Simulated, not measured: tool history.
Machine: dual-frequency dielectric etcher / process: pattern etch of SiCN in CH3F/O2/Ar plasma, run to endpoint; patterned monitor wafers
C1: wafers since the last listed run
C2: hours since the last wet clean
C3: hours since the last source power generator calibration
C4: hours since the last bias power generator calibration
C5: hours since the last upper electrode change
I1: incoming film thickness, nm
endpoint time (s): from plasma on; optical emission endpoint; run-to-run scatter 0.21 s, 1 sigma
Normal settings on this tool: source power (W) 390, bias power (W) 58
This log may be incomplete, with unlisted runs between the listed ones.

run 1 day=0.000 | source_power_(W)=390 bias_power_(W)=58 | C1=0 C2=40.5 C3=2388.0 C4=3015.4 C5=4999.8 | I1=8.13 | endpoint_time_(s)=24.7
run 2 day=2.642 | source_power_(W)=390 bias_power_(W)=58 | C1=1050 C2=103.9 C3=2451.4 C4=3078.8 C5=5063.2 | I1=8.17 | endpoint_time_(s)=25.0
run 3 day=4.596 | source_power_(W)=390 bias_power_(W)=58 | C1=777 C2=150.8 C3=2498.3 C4=3125.7 C5=5110.1 | I1=8.05 | endpoint_time_(s)=24.1
run 4 day=6.946 | source_power_(W)=390 bias_power_(W)=58 | C1=934 C2=207.2 C3=2554.7 C4=3182.1 C5=5166.5 | I1=8.08 | endpoint_time_(s)=24.4
-- day=10.146 upper electrode replaced
run 5 day=10.167 | source_power_(W)=390 bias_power_(W)=58 | C1=883 C2=284.5 C3=2632.0 C4=3259.4 C5=0.5 | I1=8.10 | endpoint_time_(s)=24.1
run 6 day=11.629 | source_power_(W)=390 bias_power_(W)=58 | C1=581 C2=319.6 C3=2667.1 C4=3294.5 C5=35.6 | I1=8.07 | endpoint_time_(s)=24.0
run 7 day=15.546 | source_power_(W)=390 bias_power_(W)=61 | C1=1557 C2=413.6 C3=2761.1 C4=3388.5 C5=129.6 | I1=8.06 | endpoint_time_(s)=23.5
run 8 day=19.229 | source_power_(W)=360 bias_power_(W)=58 | C1=1465 C2=502.0 C3=2849.5 C4=3476.9 C5=218.0 | I1=8.21 | endpoint_time_(s)=24.5
run 9 day=22.288 | source_power_(W)=360 bias_power_(W)=58 | C1=1216 C2=575.4 C3=2922.9 C4=3550.3 C5=291.4 | I1=8.02 | endpoint_time_(s)=23.7
-- day=23.417 source power generator calibrated
-- day=24.925 wet clean of the chamber
run 10 day=25.629 | source_power_(W)=360 bias_power_(W)=58 | C1=865 C2=16.9 C3=53.1 C4=3630.5 C5=371.6 | I1=8.13 | endpoint_time_(s)=25.2
run 11 day=27.467 | source_power_(W)=390 bias_power_(W)=58 | C1=730 C2=61.0 C3=97.2 C4=3674.6 C5=415.7 | I1=7.98 | endpoint_time_(s)=24.1
run 12 day=29.075 | source_power_(W)=390 bias_power_(W)=58 | C1=639 C2=99.6 C3=135.8 C4=3713.2 C5=454.3 | I1=8.19 | endpoint_time_(s)=24.7
run 13 day=30.896 | source_power_(W)=390 bias_power_(W)=58 | C1=724 C2=143.3 C3=179.5 C4=3756.9 C5=498.0 | I1=8.08 | endpoint_time_(s)=24.2
run 14 day=35.188 | source_power_(W)=390 bias_power_(W)=58 | C1=1707 C2=246.3 C3=282.5 C4=3859.9 C5=601.0 | I1=8.04 | endpoint_time_(s)=23.8
run 15 day=38.875 | source_power_(W)=470 bias_power_(W)=58 | C1=1466 C2=334.8 C3=371.0 C4=3948.4 C5=689.5 | I1=8.18 | endpoint_time_(s)=23.2
run 16 day=42.783 | source_power_(W)=390 bias_power_(W)=67 | C1=1554 C2=428.6 C3=464.8 C4=4042.2 C5=783.3 | I1=8.03 | endpoint_time_(s)=22.8
run 17 day=46.262 | source_power_(W)=340 bias_power_(W)=67 | C1=1383 C2=512.1 C3=548.3 C4=4125.7 C5=866.8 | I1=8.14 | endpoint_time_(s)=23.4
run 18 day=49.262 | source_power_(W)=390 bias_power_(W)=58 | C1=1193 C2=584.1 C3=620.3 C4=4197.7 C5=938.8 | I1=8.03 | endpoint_time_(s)=23.5
-- day=51.975 wet clean of the chamber
run 19 day=51.996 | source_power_(W)=480 bias_power_(W)=63 | C1=689 C2=0.5 C3=685.9 C4=4263.3 C5=1004.4 | I1=8.14 | endpoint_time_(s)=23.4
run 20 day=55.479 | source_power_(W)=320 bias_power_(W)=65 | C1=1385 C2=84.1 C3=769.5 C4=4346.9 C5=1088.0 | I1=8.10 | endpoint_time_(s)=25.3
run 21 day=58.025 | source_power_(W)=420 bias_power_(W)=58 | C1=1012 C2=145.2 C3=830.6 C4=4408.0 C5=1149.1 | I1=8.14 | endpoint_time_(s)=24.3
run 22 day=61.950 | source_power_(W)=390 bias_power_(W)=58 | C1=1561 C2=239.4 C3=924.8 C4=4502.2 C5=1243.3 | I1=8.08 | endpoint_time_(s)=24.3
run 23 day=64.504 | source_power_(W)=430 bias_power_(W)=64 | C1=1015 C2=300.7 C3=986.1 C4=4563.5 C5=1304.6 | I1=8.00 | endpoint_time_(s)=22.7
run 24 day=66.554 | source_power_(W)=320 bias_power_(W)=52 | C1=815 C2=349.9 C3=1035.3 C4=4612.7 C5=1353.8 | I1=8.07 | endpoint_time_(s)=25.7
run 25 day=69.958 | source_power_(W)=450 bias_power_(W)=58 | C1=1354 C2=431.6 C3=1117.0 C4=4694.4 C5=1435.5 | I1=8.15 | endpoint_time_(s)=23.3
-- day=72.179 bias power generator calibrated
run 26 day=73.429 | source_power_(W)=310 bias_power_(W)=49 | C1=1314 C2=514.9 C3=1200.3 C4=30.0 C5=1518.8 | I1=8.14 | endpoint_time_(s)=26.0

What does the tool deliver on the next run?
-- day=81.100 wet clean of the chamber
run 27 day=86.896 | source_power_(W)=480 bias_power_(W)=65 | C1=4958 C2=139.1 C3=1523.5 C4=353.2 C5=1842.0 | I1=8.17 | endpoint_time_(s)=?

Run 27 came out at endpoint time (s) 23.1.
With the hidden condition absent and the run-to-run variation left alone, this run would have shown endpoint time (s) 23.2.
